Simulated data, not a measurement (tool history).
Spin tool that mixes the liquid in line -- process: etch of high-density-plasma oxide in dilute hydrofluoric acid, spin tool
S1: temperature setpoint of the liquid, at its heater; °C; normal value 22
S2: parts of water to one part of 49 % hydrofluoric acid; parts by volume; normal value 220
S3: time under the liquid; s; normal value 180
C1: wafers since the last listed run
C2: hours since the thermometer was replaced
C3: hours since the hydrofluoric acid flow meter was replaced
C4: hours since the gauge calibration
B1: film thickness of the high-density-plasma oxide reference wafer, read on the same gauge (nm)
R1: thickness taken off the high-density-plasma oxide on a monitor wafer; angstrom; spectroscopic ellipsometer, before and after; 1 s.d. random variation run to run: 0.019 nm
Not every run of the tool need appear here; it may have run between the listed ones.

run 1 hour=0 | S1=22 S2=305 S3=225 | C1=0 C2=1168.7 C3=1416.4 C4=91.7 | B1=129.962 | R1=46.88
run 2 hour=15.3 | S1=22 S2=305 S3=225 | C1=116 C2=1184 C3=1431.7 C4=107 | B1=130.036 | R1=46.62
run 3 hour=24.6 | S1=22 S2=220 S3=180 | C1=70 C2=1193.3 C3=1441 C4=116.3 | B1=129.992 | R1=55.97
run 4 hour=32.4 | S1=22 S2=220 S3=180 | C1=59 C2=1201.1 C3=1448.8 C4=124.1 | B1=129.996 | R1=56.02
run 5 hour=43.1 | S1=22 S2=220 S3=180 | C1=81 C2=1211.8 C3=1459.5 C4=134.8 | B1=129.983 | R1=56.39
run 6 hour=52.3 | S1=22 S2=165 S3=180 | C1=69 C2=1221 C3=1468.7 C4=144 | B1=129.994 | R1=79.04
run 7 hour=63.4 | S1=22 S2=165 S3=180 | C1=84 C2=1232.1 C3=1479.8 C4=155.1 | B1=130.01 | R1=79.38
run 8 hour=72.2 | S1=22 S2=220 S3=180 | C1=66 C2=1240.9 C3=1488.6 C4=163.9 | B1=129.98 | R1=56.29
run 9 hour=84.7 | S1=22 S2=220 S3=180 | C1=94 C2=1253.4 C3=1501.1 C4=176.4 | B1=129.983 | R1=56.48
run 10 hour=97.1 | S1=22 S2=220 S3=180 | C1=94 C2=1265.8 C3=1513.5 C4=188.8 | B1=129.988 | R1=56.3
run 11 hour=112.8 | S1=22 S2=220 S3=180 | C1=119 C2=1281.5 C3=1529.2 C4=204.5 | B1=130.014 | R1=56.85
run 12 hour=121.5 | S1=22 S2=220 S3=180 | C1=65 C2=1290.2 C3=1537.9 C4=213.2 | B1=130.01 | R1=57
run 13 hour=161.4 | S1=22 S2=220 S3=180 | C1=302 C2=1330.1 C3=1577.8 C4=253.1 | B1=129.998 | R1=57.03
run 14 hour=174.4 | S1=22 S2=220 S3=180 | C1=98 C2=1343.1 C3=1590.8 C4=266.1 | B1=130.006 | R1=57.05
-- hour=192.5 hydrofluoric acid flow meter replaced
run 15 hour=217.4 | S1=22 S2=220 S3=180 | C1=318 C2=1386.1 C3=24.9 C4=309.1 | B1=129.987 | R1=49.76
run 16 hour=226.7 | S1=22 S2=270 S3=180 | C1=70 C2=1395.4 C3=34.2 C4=318.4 | B1=130.022 | R1=38.49
-- hour=237.7 gauge calibrated
run 17 hour=239.4 | S1=22 S2=220 S3=180 | C1=96 C2=1408.1 C3=46.9 C4=1.7 | B1=129.995 | R1=50.02
run 18 hour=245.5 | S1=17 S2=185 S3=285 | C1=46 C2=1414.2 C3=53 C4=7.8 | B1=129.986 | R1=80.14
run 19 hour=255.2 | S1=18.5 S2=315 S3=180 | C1=73 C2=1423.9 C3=62.7 C4=17.5 | B1=129.992 | R1=28.32
run 20 hour=271.6 | S1=20.5 S2=125 S3=75 | C1=124 C2=1440.3 C3=79.1 C4=33.9 | B1=130.021 | R1=38.78
-- hour=278.8 thermometer replaced
run 21 hour=280.8 | S1=22 S2=145 S3=260 | C1=62 C2=2 C3=88.3 C4=43.1 | B1=129.999 | R1=111.01
run 22 hour=294 | S1=22 S2=220 S3=105 | C1=100 C2=15.2 C3=101.5 C4=56.3 | B1=129.995 | R1=27.48
run 23 hour=311 | S1=22 S2=170 S3=225 | C1=128 C2=32.2 C3=118.5 C4=73.3 | B1=129.999 | R1=80.6
run 24 hour=326.4 | S1=20 S2=140 S3=150 | C1=116 C2=47.6 C3=133.9 C4=88.7 | B1=130.03 | R1=61.73
run 25 hour=340 | S1=26.5 S2=220 S3=270 | C1=103 C2=61.2 C3=147.5 C4=102.3 | B1=129.983 | R1=83.97
run 26 hour=349.3 | S1=19.5 S2=220 S3=180 | C1=70 C2=70.5 C3=156.8 C4=111.6 | B1=130.027 | R1=42.81
run 27 hour=356.4 | S1=22 S2=220 S3=180 | C1=53 C2=77.6 C3=163.9 C4=118.7 | B1=130.02 | R1=47.49
run 28 hour=362.8 | S1=22 S2=145 S3=130 | C1=48 C2=84 C3=170.3 C4=125.1 | B1=129.971 | R1=56.17
run 29 hour=379.9 | S1=22 S2=220 S3=140 | C1=129 C2=101.1 C3=187.4 C4=142.2 | B1=129.981 | R1=36.99
run 30 hour=388.4 | S1=22 S2=220 S3=180 | C1=64 C2=109.6 C3=195.9 C4=150.7 | B1=130.03 | R1=47.68

Subtracting, for every run, the result it would have given without the tool's unlogged condition from the measured result gives the following. The same run-to-run variation enters both numbers; the gauge's scatter may not:
Unlogged tool condition in this case: liquid hotter than its thermometer reads (K); hydrofluoric acid flow above the setpoint (%); gauge reads high (%).
run=1 R1=+8.82
run=2 R1=+8.85
run=3 R1=+10.53
run=4 R1=+10.59
run=5 R1=+10.72
run=6 R1=+14.95
run=7 R1=+15.09
run=8 R1=+10.89
run=9 R1=+11.02
run=10 R1=+11.04
run=11 R1=+11.26
run=12 R1=+11.35
run=13 R1=+11.61
run=14 R1=+11.69
run=15 R1=+4.18
run=16 R1=+3.21
run=17 R1=+4.37
run=18 R1=+7.46
run=19 R1=+2.52
run=20 R1=+3.74
run=21 R1=+3.04
run=22 R1=+0.81
run=23 R1=+2.54
run=24 R1=+2.11
run=25 R1=+3.01
run=26 R1=+1.61
run=27 R1=+1.83
run=28 R1=+2.2
run=29 R1=+1.56
run=30 R1=+2.06
